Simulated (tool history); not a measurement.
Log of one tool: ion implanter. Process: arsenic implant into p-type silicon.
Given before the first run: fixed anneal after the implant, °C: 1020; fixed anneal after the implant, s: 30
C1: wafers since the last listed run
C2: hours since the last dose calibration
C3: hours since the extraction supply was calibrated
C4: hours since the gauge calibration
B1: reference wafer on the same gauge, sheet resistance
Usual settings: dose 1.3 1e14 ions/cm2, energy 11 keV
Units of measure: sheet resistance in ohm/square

Run 1, hour 0: usual settings but dose 1.17 1e14 ions/cm2; C1 0; C2 2022.5; C3 3152.6; C4 192.2; B1 687.83. Result: sheet resistance 705.84 ohm/square.
Run 2, hour 41.1: usual settings but dose 1.17 1e14 ions/cm2; C1 822; C2 2063.6; C3 3193.7; C4 233.3; B1 687.77. Result: sheet resistance 706.29 ohm/square.
Run 3, hour 84: usual settings; C1 858; C2 2106.5; C3 3236.6; C4 276.2; B1 687.77. Result: sheet resistance 651.54 ohm/square.
Run 4, hour 126.2: usual settings; C1 844; C2 2148.7; C3 3278.8; C4 318.4; B1 688.09. Result: sheet resistance 652.5 ohm/square.
Run 5, hour 161.3: usual settings; C1 702; C2 2183.8; C3 3313.9; C4 353.5; B1 688.01. Result: sheet resistance 650.09 ohm/square.
Run 6, hour 220.8: usual settings; C1 1191; C2 2243.3; C3 3373.4; C4 413; B1 687.93. Result: sheet resistance 651.73 ohm/square.
Run 7, hour 259.9: usual settings but dose 1.41 1e14 ions/cm2, energy 9.5 keV; C1 782; C2 2282.4; C3 3412.5; C4 452.1; B1 687.83. Result: sheet resistance 621.19 ohm/square.
Run 8, hour 318.7: usual settings but dose 1.07 1e14 ions/cm2, energy 12 keV; C1 1177; C2 2341.2; C3 3471.3; C4 510.9; B1 688.05. Result: sheet resistance 745.09 ohm/square.
Run 9, hour 372.1: usual settings but dose 1.07 1e14 ions/cm2, energy 12 keV; C1 1069; C2 2394.6; C3 3524.7; C4 564.3; B1 687.85. Result: sheet resistance 746.86 ohm/square.
Run 10, hour 399.8: usual settings but dose 1.22 1e14 ions/cm2; C1 554; C2 2422.3; C3 3552.4; C4 592; B1 687.76. Result: sheet resistance 685.57 ohm/square.
At hour 430.6: Faraday cup replaced and dose calibrated.
Run 11, hour 433.3: usual settings but dose 1.46 1e14 ions/cm2, energy 9.5 keV; C1 510; C2 2.7; C3 3585.9; C4 625.5; B1 688.18. Result: sheet resistance 585.27 ohm/square.
Run 12, hour 501.3: usual settings; C1 1361; C2 70.7; C3 3653.9; C4 693.5; B1 688.12. Result: sheet resistance 630.78 ohm/square.
Run 13, hour 546: usual settings; C1 894; C2 115.4; C3 3698.6; C4 738.2; B1 687.81. Result: sheet resistance 630.73 ohm/square.
Run 14, hour 616: usual settings but dose 1.46 1e14 ions/cm2, energy 12 keV; C1 1401; C2 185.4; C3 3768.6; C4 808.2; B1 688.09. Result: sheet resistance 573.39 ohm/square.
At hour 708: gauge calibrated.
Run 15, hour 730.7: usual settings but dose 1.66 1e14 ions/cm2, energy 7.5 keV; C1 2296; C2 300.1; C3 3883.3; C4 22.7; B1 688.18. Result: sheet resistance 546.04 ohm/square.
Run 16, hour 786.7: usual settings; C1 1121; C2 356.1; C3 3939.3; C4 78.7; B1 687.87. Result: sheet resistance 637.85 ohm/square.
Run 17, hour 848.6: usual settings but energy 13 keV; C1 1239; C2 418; C3 4001.2; C4 140.6; B1 687.76. Result: sheet resistance 625.03 ohm/square.
Run 18, hour 903.5: usual settings; C1 1099; C2 472.9; C3 4056.1; C4 195.5; B1 688.04. Result: sheet resistance 640 ohm/square.
Run 19, hour 944.8: usual settings but energy 14 keV; C1 826; C2 514.2; C3 4097.4; C4 236.8; B1 688.06. Result: sheet resistance 619.88 ohm/square.
At hour 970.1: extraction supply calibrated.
Run 20, hour 991: usual settings but energy 12 keV; C1 764; C2 560.4; C3 20.9; C4 283; B1 687.96. Result: sheet resistance 633.31 ohm/square.
Run 21, hour 1033.3: usual settings but dose 1.12 1e14 ions/cm2, energy 8.5 keV; C1 846; C2 602.7; C3 63.2; C4 325.3; B1 688.15. Result: sheet resistance 737.65 ohm/square.
Run 22, hour 1100.4: usual settings but energy 14.5 keV; C1 1343; C2 669.8; C3 130.3; C4 392.4; B1 687.98. Result: sheet resistance 618.48 ohm/square.
Run 23, hour 1269.5: usual settings but dose 1.07 1e14 ions/cm2, energy 7.5 keV; C1 3385; C2 838.9; C3 299.4; C4 561.5; B1 688.01. Result: sheet resistance 778.9 ohm/square.
Run 24, hour 1307.4: usual settings but dose 1.11 1e14 ions/cm2, energy 9 keV; C1 758; C2 876.8; C3 337.3; C4 599.4; B1 688.07. Result: sheet resistance 741.96 ohm/square.
Run 25, hour 1338.8: usual settings but dose 1.14 1e14 ions/cm2; C1 628; C2 908.2; C3 368.7; C4 630.8; B1 688.05. Result: sheet resistance 709.61 ohm/square.
Run 26, hour 1383.6: usual settings but dose 1.13 1e14 ions/cm2, energy 13 keV; C1 896; C2 953; C3 413.5; C4 675.6; B1 687.99. Result: sheet resistance 701.97 ohm/square.
Run 27, hour 1413.9: usual settings; C1 606; C2 983.3; C3 443.8; C4 705.9; B1 688.01. Result: sheet resistance 644.61 ohm/square.

Some steps in sheet resistance between neighbouring runs. How much of each would the tool show without its hidden state too (settings, what came in, random variation), and how much is left for the hidden state, with any gauge scatter that isn't in both results?
What the log doesn't record here: deviation of the true dose from the Faraday cup's reading, %; deviation of the true energy from its setpoint, %; gauge reads high (%).
Run 7 -> 8: dose 1.41 -> 1.07, energy 9.5 -> 12. sheet resistance +123.9 ohm/square: hidden state +2.89, all else +121.01.
Run 10 -> 11: dose 1.22 -> 1.46, energy 11 -> 9.5, Faraday cup replaced and dose calibrated. sheet resistance -100.3 ohm/square: hidden state -24.31, all else -75.99.
Run 22 -> 23: dose 1.3 -> 1.07, energy 14.5 -> 7.5. sheet resistance +160.42 ohm/square: hidden state +4.8, all else +155.62.

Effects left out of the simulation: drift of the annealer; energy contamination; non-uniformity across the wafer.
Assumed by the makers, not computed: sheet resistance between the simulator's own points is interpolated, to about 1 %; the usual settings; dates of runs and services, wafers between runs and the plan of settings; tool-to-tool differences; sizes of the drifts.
